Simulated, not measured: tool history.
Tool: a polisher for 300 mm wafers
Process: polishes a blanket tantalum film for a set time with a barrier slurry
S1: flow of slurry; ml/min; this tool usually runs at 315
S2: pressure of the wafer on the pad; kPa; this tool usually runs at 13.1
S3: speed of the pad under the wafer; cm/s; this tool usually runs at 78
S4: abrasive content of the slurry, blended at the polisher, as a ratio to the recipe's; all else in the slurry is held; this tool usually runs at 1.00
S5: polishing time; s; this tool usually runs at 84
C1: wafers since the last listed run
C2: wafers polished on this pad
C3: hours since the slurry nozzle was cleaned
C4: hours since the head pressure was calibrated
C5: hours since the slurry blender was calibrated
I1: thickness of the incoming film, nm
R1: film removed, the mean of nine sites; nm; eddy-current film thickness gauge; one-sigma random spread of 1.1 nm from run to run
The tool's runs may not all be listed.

run 1 hour=0.0 | S1=315 S2=15.2 S3=78 S4=1.00 S5=84 | C1=0 C2=62 C3=262.9 C4=378.0 C5=229.2 | I1=295.9 | R1=125.5
run 2 hour=29.4 | S1=315 S2=15.2 S3=78 S4=1.00 S5=84 | C1=167 C2=229 C3=292.3 C4=407.4 C5=258.6 | I1=297.1 | R1=125.5
run 3 hour=51.9 | S1=315 S2=15.2 S3=78 S4=1.00 S5=84 | C1=128 C2=358 C3=314.8 C4=429.9 C5=281.1 | I1=294.4 | R1=127.1
run 4 hour=72.8 | S1=315 S2=15.2 S3=78 S4=1.00 S5=66 | C1=119 C2=477 C3=335.7 C4=450.8 C5=302.0 | I1=297.6 | R1=98.5
-- hour=76.8 slurry blender recalibrated
run 5 hour=93.0 | S1=315 S2=13.1 S3=78 S4=1.00 S5=84 | C1=103 C2=581 C3=355.9 C4=471.0 C5=16.2 | I1=293.5 | R1=112.4
run 6 hour=112.8 | S1=315 S2=13.1 S3=78 S4=1.00 S5=84 | C1=113 C2=694 C3=375.7 C4=490.8 C5=36.0 | I1=294.6 | R1=111.6
run 7 hour=144.9 | S1=315 S2=13.1 S3=78 S4=1.00 S5=84 | C1=183 C2=878 C3=407.8 C4=522.9 C5=68.1 | I1=299.4 | R1=111.4
run 8 hour=168.9 | S1=315 S2=13.1 S3=78 S4=1.00 S5=84 | C1=137 C2=1015 C3=431.8 C4=546.9 C5=92.1 | I1=303.0 | R1=113.1
-- hour=174.2 worn pad replaced by a new one
run 9 hour=188.5 | S1=315 S2=13.1 S3=78 S4=1.00 S5=84 | C1=89 C2=81 C3=451.4 C4=566.5 C5=111.7 | I1=302.8 | R1=111.5
run 10 hour=202.8 | S1=315 S2=13.1 S3=90 S4=1.00 S5=84 | C1=81 C2=163 C3=465.7 C4=580.8 C5=126.0 | I1=303.6 | R1=125.0
run 11 hour=222.6 | S1=315 S2=13.1 S3=90 S4=1.00 S5=84 | C1=113 C2=276 C3=485.5 C4=600.6 C5=145.8 | I1=297.4 | R1=124.1
run 12 hour=256.9 | S1=315 S2=13.1 S3=90 S4=1.00 S5=84 | C1=195 C2=472 C3=519.8 C4=634.9 C5=180.1 | I1=298.7 | R1=122.0
run 13 hour=276.7 | S1=315 S2=13.1 S3=78 S4=1.00 S5=66 | C1=113 C2=585 C3=539.6 C4=654.7 C5=199.9 | I1=297.4 | R1=87.6
run 14 hour=301.3 | S1=315 S2=11.0 S3=78 S4=1.25 S5=84 | C1=140 C2=726 C3=564.2 C4=679.3 C5=224.5 | I1=301.2 | R1=105.3
run 15 hour=323.1 | S1=315 S2=13.1 S3=94 S4=1.00 S5=84 | C1=124 C2=850 C3=586.0 C4=701.1 C5=246.3 | I1=302.4 | R1=129.1
run 16 hour=348.2 | S1=315 S2=13.1 S3=78 S4=1.00 S5=84 | C1=143 C2=994 C3=611.1 C4=726.2 C5=271.4 | I1=300.2 | R1=113.3
-- hour=364.2 worn pad replaced by a new one
run 17 hour=376.3 | S1=280 S2=9.7 S3=86 S4=1.00 S5=59 | C1=137 C2=69 C3=639.2 C4=754.3 C5=299.5 | I1=303.9 | R1=66.1
-- hour=380.4 head pressure recalibrated
-- hour=394.3 slurry blender recalibrated
-- hour=469.6 slurry nozzle cleaned
run 18 hour=471.4 | S1=365 S2=13.1 S3=70 S4=1.00 S5=84 | C1=514 C2=583 C3=1.8 C4=91.0 C5=77.1 | I1=297.6 | R1=103.3

What will run 19 give?
run 19 hour=484.7 | S1=315 S2=13.1 S3=78 S4=1.00 S5=84 | C1=75 C2=659 C3=15.1 C4=104.3 C5=90.4 | I1=300.2 | R1=?

Logged for run 19: R1 112.0 nm.
Had the tool carried no hidden state, the very same run would have given R1 112.0 nm.
